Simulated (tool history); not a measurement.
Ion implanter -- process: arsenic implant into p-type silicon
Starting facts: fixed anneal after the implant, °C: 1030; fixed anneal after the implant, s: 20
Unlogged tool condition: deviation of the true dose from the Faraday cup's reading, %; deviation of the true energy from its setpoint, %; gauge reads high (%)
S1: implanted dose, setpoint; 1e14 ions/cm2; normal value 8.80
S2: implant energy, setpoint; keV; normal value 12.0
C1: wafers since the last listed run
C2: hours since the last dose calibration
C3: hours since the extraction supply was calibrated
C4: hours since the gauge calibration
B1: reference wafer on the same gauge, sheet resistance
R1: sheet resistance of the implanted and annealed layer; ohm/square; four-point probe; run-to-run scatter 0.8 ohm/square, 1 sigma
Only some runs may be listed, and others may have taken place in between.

run    hour     S1    S2    C1      C2      C3      C4      B1      R1
  1     0.0   8.80  14.0     0   708.5  6407.9  1039.0  144.99  145.33
  2    30.0   7.92  12.0   888   738.5  6437.9  1069.0  145.02  159.05
  3    82.7   8.80   9.0  1560   791.2  6490.6  1121.7  144.87  150.96
  4   110.6   8.80  12.0   826   819.1  6518.5  1149.6  144.92  148.91
  5   162.0   8.80  12.0  1522   870.5  6569.9  1201.0  145.04  147.09
  6   203.4   8.80  12.0  1226   911.9  6611.3  1242.4  144.99  147.30
  7   232.4   8.80  10.0   858   940.9  6640.3  1271.4  145.18  150.41
  8   261.5   8.80  10.0   861   970.0  6669.4  1300.5  145.04  149.32
  9   331.4   8.80  10.0  2070  1039.9  6739.3  1370.4  145.00  148.05
 10   387.8   8.80  12.0  1670  1096.3  6795.7  1426.8  144.98  147.39
 11   448.6   8.80  12.0  1800  1157.1  6856.5  1487.6  144.92  146.30
 12   501.5   6.93  11.0  1566  1210.0  6909.4  1540.5  145.09  173.65
 13   540.9   8.80  12.0  1166  1249.4  6948.8  1579.9  145.06  146.55
 14   596.5   8.80  12.0  1646  1305.0  7004.4  1635.5  144.84  147.58
 15   652.9   8.80  12.0  1670  1361.4  7060.8  1691.9  145.11  146.08
 16   755.7   8.80  12.0  3044  1464.2  7163.6  1794.7  145.10  146.62
 17   783.4   8.80  12.0   820  1491.9  7191.3  1822.4  145.01  144.83
      814.9  -- gauge calibrated
 18   837.4   7.32  12.0  1599  1545.9  7245.3    22.5  145.06  163.97
 19   871.7  11.06  10.0  1015  1580.2  7279.6    56.8  144.79  129.14
 20   937.9   8.80  14.0  1960  1646.4  7345.8   123.0  145.15  143.66
      994.8  -- Faraday cup replaced and dose calibrated
 21   995.3   9.70   9.0  1462     0.5  7403.2   180.4  145.04  144.73
     1015.8  -- extraction supply calibrated
 22  1033.9   9.56  10.0   906    39.1    18.1   219.0  144.94  144.42
 23  1059.4   6.67  13.0   755    64.6    43.6   244.5  145.10  180.07
 24  1187.4  11.35  11.0  3790   192.6   171.6   372.5  144.99  131.05
 25  1240.9   8.80  12.0  1584   246.1   225.1   426.0  145.05  148.69
 26  1289.4   7.92  12.0  1436   294.6   273.6   474.5  145.17  160.26
 27  1356.4  10.31  11.0  1984   361.6   340.6   541.5  144.90  137.87
 28  1402.8  11.19   8.0  1374   408.0   387.0   587.9  145.18  134.24
 29  1430.5   8.80  14.5   820   435.7   414.7   615.6  145.13  145.12
 30  1466.5   8.80  12.0  1066   471.7   450.7   651.6  144.86  149.49
 31  1537.6   8.80  12.0  2105   542.8   521.8   722.7  144.84  149.40
 32  1604.7   8.80  12.0  1987   609.9   588.9   789.8  144.97  147.78
 33  1633.4   6.35  12.0   849   638.6   617.6   818.5  144.87  185.86
 34  1675.1   8.80  10.0  1234   680.3   659.3   860.2  144.86  150.46
 35  1738.0   7.71  14.0  1862   743.2   722.2   923.1  144.83  159.86
 36  1773.9   8.80  12.0  1063   779.1   758.1   959.0  145.15  147.95
 37  1839.6  10.60   8.5  1945   844.8   823.8  1024.7  145.10  136.35
 38  1907.8   8.08  15.0  2019   913.0   892.0  1092.9  144.93  154.63

Describe how what the log doesn't record of the tool's condition differs between the last listed run preceding each entry between runs and the first listed run following it.
In the gap between runs 17 and 18: gauge calibrated (hour 814.9)
  deviation of the true dose from the Faraday cup's reading, %: 3.55 -> 3.8
  measured value less the no-hidden-state value, R1: -3.22 -> -4.28 ohm/square
In the gap between runs 20 and 21: Faraday cup replaced and dose calibrated (hour 994.8)
  deviation of the true dose from the Faraday cup's reading, %: 4.29 -> -0.765
  measured value less the no-hidden-state value, R1: -3.90 -> +0.64 ohm/square
In the gap between runs 21 and 22: extraction supply calibrated (hour 1015.8)
  deviation of the true dose from the Faraday cup's reading, %: -0.765 -> -0.762
  measured value less the no-hidden-state value, R1: +0.64 -> +0.66 ohm/square
